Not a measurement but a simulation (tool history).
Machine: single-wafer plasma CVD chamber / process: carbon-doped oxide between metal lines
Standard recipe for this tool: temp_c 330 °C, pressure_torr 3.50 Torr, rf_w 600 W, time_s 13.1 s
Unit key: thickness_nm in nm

run     day  temp_c  pressure_torr  rf_w  time_s  wafers since the last listed run  hours since the last thermocouple change  hours since the last RF generator calibration  hours since the last manometer calibration  hours since the showerhead was replaced  hours since the gauge calibration  read-back reference wafer on the same gauge, thickness_nm  thickness_nm
  1   0.000     330           3.50   600    13.1                                 0                                    2133.8                                         1327.1                                      1972.4                                   3525.5                              288.6                                                     74.964        73.116
  2   1.354     330           3.50   600    13.1                               609                                    2166.3                                         1359.6                                      2004.9                                   3558.0                              321.1                                                     75.010        73.210
  3   1.892     330           3.50   540    13.1                               241                                    2179.2                                         1372.5                                      2017.8                                   3570.9                              334.0                                                     74.957        67.424
  4   3.179     330           3.50   540    13.1                               579                                    2210.1                                         1403.4                                      2048.7                                   3601.8                              364.9                                                     74.966        67.346
  5   4.321     330           3.50   540    13.1                               513                                    2237.5                                         1430.8                                      2076.1                                   3629.2                              392.3                                                     75.026        67.262
  6   5.746     330           3.50   600    11.8                               640                                    2271.7                                         1465.0                                      2110.3                                   3663.4                              426.5                                                     75.029        65.823
      7.742  -- capacitance manometer re-zeroed and calibrated
  7   7.971     330           3.50   600    11.8                               850                                    2325.1                                         1518.4                                         5.5                                   3716.8                              479.9                                                     74.985        65.614
  8   9.338     330           3.19   600    13.1                               614                                    2357.9                                         1551.2                                        38.3                                   3749.6                              512.7                                                     74.988        71.615
  9  10.046     330           3.19   600    13.1                               318                                    2374.9                                         1568.2                                        55.3                                   3766.6                              529.7                                                     75.049        71.266
     11.533  -- showerhead replaced
     11.667  -- RF generator calibrated
 10  11.688     330           3.50   600    13.1                               528                                    2414.3                                            0.5                                        94.7                                      3.7                              569.1                                                     75.025        74.534
     11.779  -- gauge calibrated
 11  12.292     345           3.50   545    13.1                               271                                    2428.8                                           15.0                                       109.2                                     18.2                               12.3                                                     75.050        66.109
 12  13.771     336           3.90   655    11.0                               665                                    2464.3                                           50.5                                       144.7                                     53.7                               47.8                                                     74.970        66.895
 13  14.388     330           3.50   600    13.1                               277                                    2479.1                                           65.3                                       159.5                                     68.5                               62.6                                                     74.980        74.666
     15.050  -- thermocouple changed; heater temperature recalibrated
 14  15.296     320           2.79   560    15.7                               258                                       5.9                                           87.1                                       181.3                                     90.3                               84.4                                                     75.030        85.686
 15  16.138     330           3.50   640    13.1                               378                                      26.1                                          107.3                                       201.5                                    110.5                              104.6                                                     75.003        77.993

What will run 16 give?
 16  17.283     318           4.29   655    10.9                               515                                      53.6                                          134.8                                       229.0                                    138.0                              132.1                                                          ?             ?

read-back reference wafer on the same gauge, thickness_nm: 74.972
thickness_nm: 72.480 nm
Had the tool carried no hidden state, the very same run would have given thickness_nm 72.938 nm.
